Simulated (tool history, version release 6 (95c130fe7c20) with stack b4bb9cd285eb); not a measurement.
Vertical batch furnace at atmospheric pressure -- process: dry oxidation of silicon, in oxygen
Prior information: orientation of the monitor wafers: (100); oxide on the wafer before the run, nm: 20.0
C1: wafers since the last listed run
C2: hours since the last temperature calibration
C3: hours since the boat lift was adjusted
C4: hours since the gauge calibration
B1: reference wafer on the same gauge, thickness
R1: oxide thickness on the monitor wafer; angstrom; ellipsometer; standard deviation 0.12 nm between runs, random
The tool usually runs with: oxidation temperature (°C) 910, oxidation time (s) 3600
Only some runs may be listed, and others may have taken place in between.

{"run": 1, "hour": 0.0, "oxidation temperature (°C)": 910, "oxidation time (s)": 3600, "C1": 0, "C2": 1954.1, "C3": 766.9, "C4": 663.8, "B1": 36.04, "R1": 324.8}
{"run": 2, "hour": 95.1, "oxidation temperature (°C)": 910, "oxidation time (s)": 3600, "C1": 1735, "C2": 2049.2, "C3": 862, "C4": 758.9, "B1": 36.14, "R1": 328}
{"run": 3, "hour": 175.2, "oxidation temperature (°C)": 910, "oxidation time (s)": 4290, "C1": 1461, "C2": 2129.3, "C3": 942.1, "C4": 839, "B1": 36.17, "R1": 350.3}
{"run": 4, "hour": 235.4, "oxidation temperature (°C)": 910, "oxidation time (s)": 4290, "C1": 1098, "C2": 2189.5, "C3": 1002.3, "C4": 899.2, "B1": 36.28, "R1": 349}
{"run": 5, "hour": 304.5, "oxidation temperature (°C)": 910, "oxidation time (s)": 3600, "C1": 1260, "C2": 2258.6, "C3": 1071.4, "C4": 968.3, "B1": 36.29, "R1": 329.5}
{"run": 6, "hour": 343.4, "oxidation temperature (°C)": 910, "oxidation time (s)": 4740, "C1": 709, "C2": 2297.5, "C3": 1110.3, "C4": 1007.2, "B1": 36.36, "R1": 363.8}
{"run": 7, "hour": 406.9, "oxidation temperature (°C)": 910, "oxidation time (s)": 4740, "C1": 1158, "C2": 2361, "C3": 1173.8, "C4": 1070.7, "B1": 36.43, "R1": 365.5}
{"run": 8, "hour": 465.1, "oxidation temperature (°C)": 910, "oxidation time (s)": 3600, "C1": 1061, "C2": 2419.2, "C3": 1232, "C4": 1128.9, "B1": 36.43, "R1": 331.4}
{"hour": 473.4, "done": "gauge calibrated"}
{"run": 9, "hour": 508.7, "oxidation temperature (°C)": 930, "oxidation time (s)": 4710, "C1": 795, "C2": 2462.8, "C3": 1275.6, "C4": 35.3, "B1": 35.23, "R1": 401.5}
{"hour": 552.9, "done": "thermocouples replaced and temperature profile calibrated"}
{"run": 10, "hour": 553.4, "oxidation temperature (°C)": 930, "oxidation time (s)": 4710, "C1": 377, "C2": 0.5, "C3": 1320.3, "C4": 80, "B1": 35.29, "R1": 403}
{"run": 11, "hour": 617.6, "oxidation temperature (°C)": 910, "oxidation time (s)": 3600, "C1": 1171, "C2": 64.7, "C3": 1384.5, "C4": 144.2, "B1": 35.36, "R1": 319.5}
{"run": 12, "hour": 696.4, "oxidation temperature (°C)": 926, "oxidation time (s)": 4710, "C1": 1437, "C2": 143.5, "C3": 1463.3, "C4": 223, "B1": 35.33, "R1": 392.1}
{"run": 13, "hour": 747.2, "oxidation temperature (°C)": 910, "oxidation time (s)": 4410, "C1": 926, "C2": 194.3, "C3": 1514.1, "C4": 273.8, "B1": 35.45, "R1": 344.6}
{"run": 14, "hour": 811.8, "oxidation temperature (°C)": 891, "oxidation time (s)": 4860, "C1": 1178, "C2": 258.9, "C3": 1578.7, "C4": 338.4, "B1": 35.43, "R1": 320}
{"run": 15, "hour": 853.9, "oxidation temperature (°C)": 910, "oxidation time (s)": 3600, "C1": 768, "C2": 301, "C3": 1620.8, "C4": 380.5, "B1": 35.51, "R1": 321.7}
{"run": 16, "hour": 945.8, "oxidation temperature (°C)": 910, "oxidation time (s)": 3600, "C1": 1676, "C2": 392.9, "C3": 1712.7, "C4": 472.4, "B1": 35.65, "R1": 322.4}
{"run": 17, "hour": 994.1, "oxidation temperature (°C)": 910, "oxidation time (s)": 2190, "C1": 881, "C2": 441.2, "C3": 1761, "C4": 520.7, "B1": 35.65, "R1": 275.5}
{"hour": 1035.2, "done": "boat lift adjusted"}
{"run": 18, "hour": 1037.0, "oxidation temperature (°C)": 894, "oxidation time (s)": 4440, "C1": 344, "C2": 484.1, "C3": 1.8, "C4": 563.6, "B1": 35.69, "R1": 317.9}
{"run": 19, "hour": 1136.1, "oxidation temperature (°C)": 910, "oxidation time (s)": 4740, "C1": 1808, "C2": 583.2, "C3": 100.9, "C4": 662.7, "B1": 35.77, "R1": 356.3}
{"run": 20, "hour": 1226.7, "oxidation temperature (°C)": 910, "oxidation time (s)": 3600, "C1": 1652, "C2": 673.8, "C3": 191.5, "C4": 753.3, "B1": 35.92, "R1": 326.1}
{"run": 21, "hour": 1271.6, "oxidation temperature (°C)": 900, "oxidation time (s)": 4410, "C1": 819, "C2": 718.7, "C3": 236.4, "C4": 798.2, "B1": 35.86, "R1": 330.9}
{"run": 22, "hour": 1350.6, "oxidation temperature (°C)": 910, "oxidation time (s)": 3600, "C1": 1441, "C2": 797.7, "C3": 315.4, "C4": 877.2, "B1": 35.95, "R1": 325.5}
{"run": 23, "hour": 1411.0, "oxidation temperature (°C)": 934, "oxidation time (s)": 5040, "C1": 1101, "C2": 858.1, "C3": 375.8, "C4": 937.6, "B1": 36.04, "R1": 439.3}

3 options for the next run, each taken on its own from the tool as it stands now. Forecast them:
{"run": "A", "hour": 1415.4, "oxidation temperature (°C)": 910, "oxidation time (s)": 3600, "C1": 80, "C2": 862.5, "C3": 380.2, "C4": 942, "B1": "?", "R1": "?"}
{"run": "B", "hour": 1415.4, "oxidation temperature (°C)": 890, "oxidation time (s)": 4680, "C1": 80, "C2": 862.5, "C3": 380.2, "C4": 942, "B1": "?", "R1": "?"}
{"run": "C", "hour": 1415.4, "oxidation temperature (°C)": 934, "oxidation time (s)": 2310, "C1": 80, "C2": 862.5, "C3": 380.2, "C4": 942, "B1": "?", "R1": "?"}

run=A B1=36.03 R1=325.1
run=B B1=36.03 R1=319.8
run=C B1=36.03 R1=315.6
Without the tool's unlogged condition, the same runs would have read:
run=A R1=318.4
run=B R1=313.2
run=C R1=309.1
